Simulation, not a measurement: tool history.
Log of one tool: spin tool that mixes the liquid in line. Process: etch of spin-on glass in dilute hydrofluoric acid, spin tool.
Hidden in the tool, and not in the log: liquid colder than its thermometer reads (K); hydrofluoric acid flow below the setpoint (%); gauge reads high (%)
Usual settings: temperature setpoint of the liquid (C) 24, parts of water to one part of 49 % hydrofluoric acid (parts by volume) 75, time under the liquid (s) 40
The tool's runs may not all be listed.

| run | hour | temperature setpoint of the liquid (C) | parts of water to one part of 49 % hydrofluoric acid (parts by volume) | time under the liquid (s) | wafers since the last listed run | hours since the thermometer was replaced | hours since the hydrofluoric acid flow meter was replaced | hours since the gauge calibration | read-back film thickness of the spin-on glass reference wafer, read on the same gauge (nm) | thickness taken off the spin-on glass on a monitor wafer (nm) |
|---|---|---|---|---|---|---|---|---|---|---|
| 1 | 0 | 24 | 75 | 40 | 0 | 1174.8 | 1329.2 | 670.8 | 30.67 | 17.66 |
| 2 | 27.2 | 24 | 75 | 40 | 260 | 1202 | 1356.4 | 698 | 30.69 | 17.73 |
| 3 | 51.9 | 24 | 75 | 40 | 236 | 1226.7 | 1381.1 | 722.7 | 30.75 | 17.68 |
| 4 | 96.4 | 24 | 75 | 40 | 426 | 1271.2 | 1425.6 | 767.2 | 30.8 | 17.8 |
| 5 | 129.5 | 24 | 75 | 40 | 316 | 1304.3 | 1458.7 | 800.3 | 30.88 | 17.64 |
| 6 | 161 | 24 | 75 | 40 | 301 | 1335.8 | 1490.2 | 831.8 | 30.91 | 17.79 |
| 7 | 195.3 | 24 | 75 | 40 | 328 | 1370.1 | 1524.5 | 866.1 | 30.97 | 17.84 |
| 8 | 257.5 | 24 | 75 | 40 | 595 | 1432.3 | 1586.7 | 928.3 | 31.11 | 17.87 |
| 9 | 286.1 | 24 | 75 | 40 | 273 | 1460.9 | 1615.3 | 956.9 | 31.16 | 17.92 |
|  | 308.9 | gauge calibrated |
| 10 | 319.3 | 24 | 45 | 40 | 317 | 1494.1 | 1648.5 | 10.4 | 30.12 | 30.17 |
| 11 | 343.3 | 24 | 75 | 40 | 229 | 1518.1 | 1672.5 | 34.4 | 30.14 | 17.24 |
| 12 | 401.3 | 24 | 75 | 40 | 555 | 1576.1 | 1730.5 | 92.4 | 30.13 | 17.36 |
| 13 | 462.3 | 24 | 75 | 40 | 584 | 1637.1 | 1791.5 | 153.4 | 30.14 | 17.38 |
| 14 | 525.1 | 22 | 110 | 25 | 601 | 1699.9 | 1854.3 | 216.2 | 30.17 | 6.51 |
|  | 589.6 | thermometer replaced |
| 15 | 590.9 | 24 | 60 | 40 | 620 | 1.3 | 1920.1 | 282 | 30.21 | 22.32 |
| 16 | 640.9 | 21.5 | 50 | 40 | 478 | 51.3 | 1970.1 | 332 | 30.23 | 24.26 |
| 17 | 697.7 | 24 | 75 | 40 | 543 | 108.1 | 2026.9 | 388.8 | 30.27 | 17.39 |
|  | 726 | hydrofluoric acid flow meter replaced |
| 18 | 760.3 | 24 | 75 | 30 | 589 | 170.7 | 34.3 | 451.4 | 30.35 | 12.99 |
| 19 | 797.9 | 25.5 | 45 | 30 | 360 | 208.3 | 71.9 | 489 | 30.38 | 24.15 |
| 20 | 829.9 | 24 | 100 | 40 | 306 | 240.3 | 103.9 | 521 | 30.42 | 12.69 |
| 21 | 901.3 | 27 | 110 | 60 | 683 | 311.7 | 175.3 | 592.4 | 30.5 | 19.35 |
| 22 | 968.6 | 24 | 75 | 40 | 644 | 379 | 242.6 | 659.7 | 30.58 | 17.61 |

4 ways to go on from here, each from the tool as it stands after run 22. What would each give?
| A | 969 | 20.5 | 75 | 40 | 3 | 379.4 | 243 | 660.1 | ? | ? |
| B | 969 | 22 | 90 | 55 | 3 | 379.4 | 243 | 660.1 | ? | ? |
| C | 969 | 24 | 105 | 40 | 3 | 379.4 | 243 | 660.1 | ? | ? |
| D | 969 | 26 | 110 | 60 | 3 | 379.4 | 243 | 660.1 | ? | ? |

| run | read-back film thickness of the spin-on glass reference wafer, read on the same gauge (nm) | thickness taken off the spin-on glass on a monitor wafer (nm) |
|---|---|---|
| A | 30.58 | 15.25 |
| B | 30.58 | 18.26 |
| C | 30.58 | 12.11 |
| D | 30.58 | 18.64 |
Without the tool's hidden state the same runs would have given:
| run | thickness taken off the spin-on glass on a monitor wafer (nm) |
|---|---|
| A | 14.96 |
| B | 17.91 |
| C | 11.88 |
| D | 18.27 |

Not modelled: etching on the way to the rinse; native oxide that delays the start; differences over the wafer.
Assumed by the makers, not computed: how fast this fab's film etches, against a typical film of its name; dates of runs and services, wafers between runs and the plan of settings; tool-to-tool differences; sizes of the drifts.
